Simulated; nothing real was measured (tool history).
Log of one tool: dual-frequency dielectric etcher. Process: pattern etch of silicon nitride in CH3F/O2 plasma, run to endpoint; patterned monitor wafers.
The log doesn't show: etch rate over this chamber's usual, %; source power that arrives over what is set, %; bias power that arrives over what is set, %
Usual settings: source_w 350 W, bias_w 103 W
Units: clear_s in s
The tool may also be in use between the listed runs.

| run | hour | source_w | bias_w | wafers since the last listed run | hours since the last wet clean | hours since the last source power generator calibration | hours since the last bias power generator calibration | hours since the last upper electrode change | incoming incoming film thickness, nm | clear_s |
|---|---|---|---|---|---|---|---|---|---|---|
| 1 | 0.0 | 350 | 103 | 0 | 146.4 | 1880.0 | 2421.5 | 1042.2 | 63.6 | 59.3 |
| 2 | 105.2 | 350 | 103 | 922 | 251.6 | 1985.2 | 2526.7 | 1147.4 | 62.5 | 58.2 |
| 3 | 170.1 | 350 | 103 | 569 | 316.5 | 2050.1 | 2591.6 | 1212.3 | 62.2 | 57.3 |
| 4 | 209.5 | 350 | 103 | 345 | 355.9 | 2089.5 | 2631.0 | 1251.7 | 62.9 | 57.5 |
|  | 274.6 | wet clean of the chamber |
| 5 | 285.2 | 350 | 103 | 453 | 10.6 | 2165.2 | 2706.7 | 1327.4 | 62.4 | 58.1 |
| 6 | 321.9 | 350 | 103 | 321 | 47.3 | 2201.9 | 2743.4 | 1364.1 | 62.5 | 58.1 |
| 7 | 418.2 | 350 | 103 | 844 | 143.6 | 2298.2 | 2839.7 | 1460.4 | 62.6 | 57.7 |
| 8 | 514.8 | 350 | 103 | 846 | 240.2 | 2394.8 | 2936.3 | 1557.0 | 62.0 | 56.5 |
| 9 | 572.5 | 380 | 103 | 505 | 297.9 | 2452.5 | 2994.0 | 1614.7 | 63.0 | 56.0 |
|  | 751.1 | wet clean of the chamber |
| 10 | 777.2 | 380 | 103 | 1584 | 26.1 | 2657.2 | 3198.7 | 1819.4 | 62.5 | 57.8 |
|  | 886.0 | bias power generator calibrated |
| 11 | 886.5 | 380 | 103 | 923 | 135.4 | 2766.5 | 0.5 | 1928.7 | 62.4 | 57.2 |
| 12 | 955.3 | 410 | 109 | 603 | 204.2 | 2835.3 | 69.3 | 1997.5 | 63.0 | 54.8 |
| 13 | 1031.6 | 410 | 109 | 668 | 280.5 | 2911.6 | 145.6 | 2073.8 | 63.2 | 54.6 |
| 14 | 1093.1 | 420 | 103 | 539 | 342.0 | 2973.1 | 207.1 | 2135.3 | 62.7 | 54.2 |
| 15 | 1195.5 | 320 | 90 | 897 | 444.4 | 3075.5 | 309.5 | 2237.7 | 63.2 | 61.6 |
|  | 1247.2 | wet clean of the chamber |
| 16 | 1277.2 | 400 | 120 | 505 | 30.0 | 3157.2 | 391.2 | 2319.4 | 62.9 | 54.6 |
| 17 | 1379.9 | 350 | 103 | 900 | 132.7 | 3259.9 | 493.9 | 2422.1 | 62.3 | 58.2 |
| 18 | 1484.8 | 410 | 111 | 919 | 237.6 | 3364.8 | 598.8 | 2527.0 | 62.3 | 53.9 |
| 19 | 1556.1 | 280 | 90 | 625 | 308.9 | 3436.1 | 670.1 | 2598.3 | 62.5 | 64.2 |
|  | 1628.9 | upper electrode replaced, of another model than before |
| 20 | 1635.8 | 350 | 103 | 488 | 388.6 | 3515.8 | 749.8 | 6.9 | 63.3 | 57.8 |
|  | 1715.9 | wet clean of the chamber |
| 21 | 1716.4 | 420 | 93 | 496 | 0.5 | 3596.4 | 830.4 | 87.5 | 63.5 | 60.9 |
|  | 1725.1 | source power generator calibrated |
| 22 | 1785.2 | 350 | 111 | 568 | 69.3 | 60.1 | 899.2 | 156.3 | 62.4 | 56.3 |
| 23 | 1830.2 | 350 | 103 | 394 | 114.3 | 105.1 | 944.2 | 201.3 | 62.4 | 58.2 |
| 24 | 1937.0 | 350 | 124 | 936 | 221.1 | 211.9 | 1051.0 | 308.1 | 61.8 | 52.0 |
| 25 | 2011.0 | 350 | 83 | 648 | 295.1 | 285.9 | 1125.0 | 382.1 | 62.5 | 63.6 |
|  | 2165.6 | wet clean of the chamber |
| 26 | 2205.2 | 350 | 103 | 1492 | 39.6 | 480.1 | 1319.2 | 576.3 | 62.4 | 59.0 |
| 27 | 2252.1 | 390 | 116 | 411 | 86.5 | 527.0 | 1366.1 | 623.2 | 62.6 | 54.4 |

The same runs without the tool's hidden state, with the same run-to-run variation:
| run | clear_s |
|---|---|
| 1 | 59.7 |
| 2 | 59.3 |
| 3 | 58.9 |
| 4 | 59.3 |
| 5 | 58.6 |
| 6 | 58.9 |
| 7 | 59.1 |
| 8 | 58.5 |
| 9 | 58.4 |
| 10 | 57.6 |
| 11 | 57.7 |
| 12 | 55.7 |
| 13 | 56.0 |
| 14 | 56.0 |
| 15 | 64.3 |
| 16 | 54.3 |
| 17 | 58.6 |
| 18 | 55.0 |
| 19 | 66.0 |
| 20 | 60.0 |
| 21 | 60.6 |
| 22 | 56.4 |
| 23 | 58.7 |
| 24 | 53.0 |
| 25 | 65.5 |
| 26 | 59.0 |
| 27 | 54.7 |
